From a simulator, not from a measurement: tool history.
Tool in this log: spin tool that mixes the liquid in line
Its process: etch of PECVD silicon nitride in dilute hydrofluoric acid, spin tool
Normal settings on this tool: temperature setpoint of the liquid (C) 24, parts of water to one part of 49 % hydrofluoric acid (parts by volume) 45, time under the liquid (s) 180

run,day,temperature setpoint of the liquid (C),parts of water to one part of 49 % hydrofluoric acid (parts by volume),time under the liquid (s),wafers since the last listed run,hours since the thermometer was replaced,hours since the hydrofluoric acid flow meter was replaced,hours since the gauge calibration,"read-back film thickness of the PECVD silicon nitride reference wafer, read on the same gauge (nm)",thickness taken off the PECVD silicon nitride on a monitor wafer (nm)
1,0,24,45,180,0,839.7,383.4,15.9,50,7.51
2,0.504,24,45,180,109,851.8,395.5,28,49.97,7.56
3,1.946,24,45,180,313,886.4,430.1,62.6,50,7.55
4,2.817,24,45,240,189,907.3,451,83.5,50.02,10.03
5,3.612,24,45,240,172,926.4,470.1,102.6,50,9.97
6,4.404,24,45,240,172,945.4,489.1,121.6,50,10.01
7,5.762,24,45,180,295,978,521.7,154.2,49.99,7.57
8,8.296,24,45,180,550,1038.8,582.5,215,50,7.48
9,9.071,24,45,180,168,1057.4,601.1,233.6,50,7.49
10,9.775,24,45,180,152,1074.3,618,250.5,49.98,7.56
11,10.917,24,45,180,248,1101.7,645.4,277.9,50.01,7.46

Run 12 comes next. What will it give?
12,12.279,22.5,45,180,296,1134.4,678.1,310.6,?,?

Run 12 measured read-back film thickness of the PECVD silicon nitride reference wafer, read on the same gauge (nm) 49.98, thickness taken off the PECVD silicon nitride on a monitor wafer (nm) 6.75.
With no hidden state in the tool, this same run would have given thickness taken off the PECVD silicon nitride on a monitor wafer (nm) 6.96.
